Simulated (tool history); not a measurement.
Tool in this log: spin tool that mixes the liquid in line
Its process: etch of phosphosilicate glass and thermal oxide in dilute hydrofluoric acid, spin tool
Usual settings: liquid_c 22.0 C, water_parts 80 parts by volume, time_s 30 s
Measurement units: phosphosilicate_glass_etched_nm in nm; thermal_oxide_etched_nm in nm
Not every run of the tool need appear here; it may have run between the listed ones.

run,hour,liquid_c,water_parts,time_s,wafers since the last listed run,hours since the thermometer was replaced,hours since the hydrofluoric acid flow meter was replaced,hours since the gauge calibration,"read-back film thickness of the phosphosilicate glass reference wafer, read on the same gauge (nm)","read-back film thickness of the thermal oxide reference wafer, read on the same gauge (nm)",phosphosilicate_glass_etched_nm,thermal_oxide_etched_nm
1,0.0,22.0,80,30,0,585.2,1600.8,183.9,40.00,70.005,60.05,1.517
2,69.1,22.0,80,30,1347,654.3,1669.9,253.0,39.99,70.028,60.62,1.536
3,106.8,22.0,80,30,734,692.0,1707.6,290.7,40.00,69.999,60.38,1.536
4,156.5,22.0,80,30,968,741.7,1757.3,340.4,40.02,69.998,61.24,1.556
5,212.2,22.0,80,30,1085,797.4,1813.0,396.1,40.01,70.006,60.83,1.546
6,273.6,22.0,80,20,1196,858.8,1874.4,457.5,40.01,70.000,41.57,0.984
7,343.9,22.0,80,40,1370,929.1,1944.7,527.8,40.00,70.008,82.40,2.015
8,382.6,24.0,50,30,754,967.8,1983.4,566.5,40.00,69.994,111.97,2.812
9,532.3,22.0,80,30,2918,1117.5,2133.1,716.2,40.00,70.017,61.42,1.540
10,574.7,19.5,95,30,826,1159.9,2175.5,758.6,40.00,70.010,45.33,1.172
11,624.0,19.5,65,45,961,1209.2,2224.8,807.9,39.99,69.997,103.82,2.599
# hour 667.3: thermometer replaced
# hour 690.0: gauge calibrated
# hour 744.6: hydrofluoric acid flow meter replaced
12,837.8,19.0,80,30,4128,170.5,93.2,147.8,40.00,69.998,56.48,1.428
13,865.5,22.0,45,30,539,198.2,120.9,175.5,39.99,69.969,117.41,3.011
14,909.5,22.0,55,50,857,242.2,164.9,219.5,40.00,70.012,161.26,4.152
15,975.4,20.5,55,45,1284,308.1,230.8,285.4,40.02,69.982,136.84,3.497

Run-by-run hidden state of the tool:
gauge reads high (%): 0, the same for each run
H1: liquid hotter than its thermometer reads (K)
H2: hydrofluoric acid flow below the setpoint (%)
run,H1,H2
1,1.3,9.77
2,1.45,10.2
3,1.52,10.4
4,1.63,10.7
5,1.74,11
6,1.87,11.4
7,2.01,11.8
8,2.09,12
9,2.4,12.9
10,2.49,13.1
11,2.59,13.4
12,0.476,2.45
13,0.533,2.61
14,0.624,2.87
15,0.76,3.25

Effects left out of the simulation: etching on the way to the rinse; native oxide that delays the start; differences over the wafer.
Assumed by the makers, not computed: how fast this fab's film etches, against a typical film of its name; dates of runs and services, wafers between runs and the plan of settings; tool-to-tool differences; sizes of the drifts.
